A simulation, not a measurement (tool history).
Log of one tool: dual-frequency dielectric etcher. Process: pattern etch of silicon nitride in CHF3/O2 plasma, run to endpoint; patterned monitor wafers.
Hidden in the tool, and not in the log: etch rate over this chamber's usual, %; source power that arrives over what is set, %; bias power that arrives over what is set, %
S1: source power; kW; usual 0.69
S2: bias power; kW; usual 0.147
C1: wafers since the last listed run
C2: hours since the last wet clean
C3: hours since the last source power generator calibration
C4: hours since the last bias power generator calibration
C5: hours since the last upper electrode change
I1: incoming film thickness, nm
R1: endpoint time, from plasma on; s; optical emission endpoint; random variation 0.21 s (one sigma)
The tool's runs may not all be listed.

{"run": 1, "hour": 0.0, "S1": 0.69, "S2": 0.147, "C1": 0, "C2": 115.1, "C3": 1099, "C4": 4248.5, "C5": 3124.8, "I1": 99.9, "R1": 69.2}
{"run": 2, "hour": 22.9, "S1": 0.69, "S2": 0.147, "C1": 355, "C2": 138, "C3": 1121.9, "C4": 4271.4, "C5": 3147.7, "I1": 100.5, "R1": 69.8}
{"run": 3, "hour": 47.5, "S1": 0.69, "S2": 0.147, "C1": 381, "C2": 162.6, "C3": 1146.5, "C4": 4296, "C5": 3172.3, "I1": 99.7, "R1": 69}
{"run": 4, "hour": 66.8, "S1": 0.69, "S2": 0.147, "C1": 299, "C2": 181.9, "C3": 1165.8, "C4": 4315.3, "C5": 3191.6, "I1": 99.1, "R1": 68.6}
{"run": 5, "hour": 98.0, "S1": 0.69, "S2": 0.147, "C1": 483, "C2": 213.1, "C3": 1197, "C4": 4346.5, "C5": 3222.8, "I1": 100.4, "R1": 69.8}
{"run": 6, "hour": 119.8, "S1": 0.69, "S2": 0.147, "C1": 338, "C2": 234.9, "C3": 1218.8, "C4": 4368.3, "C5": 3244.6, "I1": 99.2, "R1": 69.2}
{"run": 7, "hour": 135.4, "S1": 0.69, "S2": 0.147, "C1": 241, "C2": 250.5, "C3": 1234.4, "C4": 4383.9, "C5": 3260.2, "I1": 99.2, "R1": 69}
{"run": 8, "hour": 152.9, "S1": 0.69, "S2": 0.147, "C1": 271, "C2": 268, "C3": 1251.9, "C4": 4401.4, "C5": 3277.7, "I1": 99.7, "R1": 69.6}
{"run": 9, "hour": 176.0, "S1": 0.69, "S2": 0.147, "C1": 358, "C2": 291.1, "C3": 1275, "C4": 4424.5, "C5": 3300.8, "I1": 99.5, "R1": 69.7}
{"run": 10, "hour": 198.6, "S1": 0.69, "S2": 0.147, "C1": 350, "C2": 313.7, "C3": 1297.6, "C4": 4447.1, "C5": 3323.4, "I1": 99.7, "R1": 69.6}
{"hour": 239.6, "done": "wet clean of the chamber"}
{"run": 11, "hour": 240.1, "S1": 0.69, "S2": 0.147, "C1": 271, "C2": 0.5, "C3": 1339.1, "C4": 4488.6, "C5": 3364.9, "I1": 99.2, "R1": 67.5}
{"hour": 265.8, "done": "upper electrode replaced"}
{"run": 12, "hour": 266.3, "S1": 0.65, "S2": 0.147, "C1": 34, "C2": 26.7, "C3": 1365.3, "C4": 4514.8, "C5": 0.5, "I1": 98.8, "R1": 69.4}
{"run": 13, "hour": 266.7, "S1": 0.65, "S2": 0.147, "C1": 6, "C2": 27.1, "C3": 1365.7, "C4": 4515.2, "C5": 0.9, "I1": 100.4, "R1": 71}
{"run": 14, "hour": 301.6, "S1": 0.65, "S2": 0.147, "C1": 541, "C2": 62, "C3": 1400.6, "C4": 4550.1, "C5": 35.8, "I1": 98.9, "R1": 69.9}
{"run": 15, "hour": 317.7, "S1": 0.69, "S2": 0.147, "C1": 249, "C2": 78.1, "C3": 1416.7, "C4": 4566.2, "C5": 51.9, "I1": 99.2, "R1": 67.5}
{"run": 16, "hour": 338.9, "S1": 0.69, "S2": 0.17, "C1": 328, "C2": 99.3, "C3": 1437.9, "C4": 4587.4, "C5": 73.1, "I1": 99.3, "R1": 64.6}
{"run": 17, "hour": 366.0, "S1": 0.69, "S2": 0.147, "C1": 420, "C2": 126.4, "C3": 1465, "C4": 4614.5, "C5": 100.2, "I1": 99.1, "R1": 67.8}
{"run": 18, "hour": 430.2, "S1": 0.76, "S2": 0.181, "C1": 995, "C2": 190.6, "C3": 1529.2, "C4": 4678.7, "C5": 164.4, "I1": 99.2, "R1": 60.1}
{"hour": 453.8, "done": "bias power generator calibrated"}
{"run": 19, "hour": 455.5, "S1": 0.69, "S2": 0.115, "C1": 330, "C2": 215.9, "C3": 1554.5, "C4": 1.7, "C5": 189.7, "I1": 98.9, "R1": 74.6}
{"run": 20, "hour": 483.8, "S1": 0.75, "S2": 0.129, "C1": 438, "C2": 244.2, "C3": 1582.8, "C4": 30, "C5": 218, "I1": 99.8, "R1": 68.7}

The next listed run, before its measurement:
{"run": 21, "hour": 509.2, "S1": 0.57, "S2": 0.111, "C1": 393, "C2": 269.6, "C3": 1608.2, "C4": 55.4, "C5": 243.4, "I1": 100.1, "R1": "?"}

R1: 86.4 s
Without the tool's hidden state the same run would have given R1 86.5 s.

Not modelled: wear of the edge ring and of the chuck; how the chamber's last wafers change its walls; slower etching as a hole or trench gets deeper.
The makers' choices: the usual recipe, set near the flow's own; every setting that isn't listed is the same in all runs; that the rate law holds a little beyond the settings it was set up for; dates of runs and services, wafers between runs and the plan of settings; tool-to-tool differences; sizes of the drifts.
